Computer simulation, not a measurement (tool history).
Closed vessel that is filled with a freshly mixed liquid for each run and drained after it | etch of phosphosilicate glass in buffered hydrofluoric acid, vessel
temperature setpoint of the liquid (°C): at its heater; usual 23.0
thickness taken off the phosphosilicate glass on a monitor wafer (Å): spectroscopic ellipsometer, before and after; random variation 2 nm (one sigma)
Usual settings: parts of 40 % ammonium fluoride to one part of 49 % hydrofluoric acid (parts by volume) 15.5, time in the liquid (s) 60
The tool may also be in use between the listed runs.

run,hour,temperature setpoint of the liquid (°C),parts of 40 % ammonium fluoride to one part of 49 % hydrofluoric acid (parts by volume),time in the liquid (s),wafers since the last listed run,hours since the thermometer was replaced,hours since the hydrofluoric acid flow meter was replaced,hours since the gauge calibration,"read-back film thickness of the phosphosilicate glass reference wafer, read on the same gauge (nm)",thickness taken off the phosphosilicate glass on a monitor wafer (Å)
1,0.0,25.5,13.5,60,0,1235.6,618.5,102.2,39.97,3678.8
2,11.2,25.5,13.5,60,871,1246.8,629.7,113.4,40.00,3689.8
3,19.7,23.0,15.5,60,661,1255.3,638.2,121.9,40.00,2772.3
4,35.8,23.0,10.5,60,1253,1271.4,654.3,138.0,39.99,4061.1
5,50.1,23.0,10.5,60,1113,1285.7,668.6,152.3,39.97,4113.0
6,63.6,23.0,10.5,60,1050,1299.2,682.1,165.8,39.98,4085.1
7,70.0,23.0,18.0,45,498,1305.6,688.5,172.2,39.99,1821.4
8,86.8,23.0,18.0,45,1307,1322.4,705.3,189.0,39.99,1831.6
9,102.2,23.0,15.5,60,1198,1337.8,720.7,204.4,39.98,2810.9
10,115.6,23.0,18.0,60,1043,1351.2,734.1,217.8,40.00,2421.7
11,132.4,25.5,15.5,60,1307,1368.0,750.9,234.6,40.02,3211.1
12,138.7,25.5,15.5,60,490,1374.3,757.2,240.9,39.98,3253.8
13,151.0,23.0,15.5,70,957,1386.6,769.5,253.2,40.02,3289.0
14,157.1,23.0,15.5,70,474,1392.7,775.6,259.3,39.98,3335.6
15,173.5,23.0,15.5,70,1276,1409.1,792.0,275.7,40.02,3284.3
16,184.4,23.0,15.5,60,848,1420.0,802.9,286.6,39.98,2847.1
17,195.1,20.5,17.5,40,832,1430.7,813.6,297.3,40.00,1458.3
18,201.3,21.5,20.5,45,482,1436.9,819.8,303.5,39.97,1464.9
19,213.2,27.0,15.5,35,926,1448.8,831.7,315.4,40.00,2031.0
20,224.5,23.0,19.0,60,879,1460.1,843.0,326.7,39.97,2325.8
# hour 228.3: hydrofluoric acid flow meter replaced
# hour 233.9: thermometer replaced
21,236.4,23.0,15.5,50,770,2.5,8.1,338.6,40.00,2531.1
# hour 244.7: gauge calibrated
22,248.9,23.0,19.0,60,973,15.0,20.6,4.2,40.02,2505.8
23,264.2,23.0,15.5,60,1190,30.3,35.9,19.5,40.00,3100.9
24,276.9,23.0,15.5,60,988,43.0,48.6,32.2,40.00,3074.6
25,291.2,27.0,15.5,35,1113,57.3,62.9,46.5,40.03,2208.3
# hour 328.6: thermometer replaced, repeated, since the last time left the tool worse
26,343.2,23.0,20.5,60,3969,14.6,114.9,98.5,40.02,2007.2
27,357.5,26.0,9.5,40,1113,28.9,129.2,112.8,40.00,3233.4
28,372.1,23.0,15.5,60,1136,43.5,143.8,127.4,39.98,2637.2
29,386.6,19.5,18.5,60,1128,58.0,158.3,141.9,40.00,1814.9
30,404.1,24.5,12.5,90,1362,75.5,175.8,159.4,39.98,5292.7

Forecast each of these 5 alternatives for the next run:
A,404.8,23.0,15.5,60,54,76.2,176.5,160.1,?,?
B,404.8,24.5,11.5,80,54,76.2,176.5,160.1,?,?
C,404.8,25.0,19.5,90,54,76.2,176.5,160.1,?,?
D,404.8,20.0,17.5,30,54,76.2,176.5,160.1,?,?
E,404.8,18.5,15.5,85,54,76.2,176.5,160.1,?,?

run,"read-back film thickness of the phosphosilicate glass reference wafer, read on the same gauge (nm)",thickness taken off the phosphosilicate glass on a monitor wafer (Å)
A,39.99,2625.6
B,39.99,5090.0
C,39.99,3503.5
D,39.99,986.6
E,39.99,2895.7
Without the tool's hidden state the same runs would have given:
run,thickness taken off the phosphosilicate glass on a monitor wafer (Å)
A,2564.4
B,4972.6
C,3422.6
D,963.1
E,2826.1

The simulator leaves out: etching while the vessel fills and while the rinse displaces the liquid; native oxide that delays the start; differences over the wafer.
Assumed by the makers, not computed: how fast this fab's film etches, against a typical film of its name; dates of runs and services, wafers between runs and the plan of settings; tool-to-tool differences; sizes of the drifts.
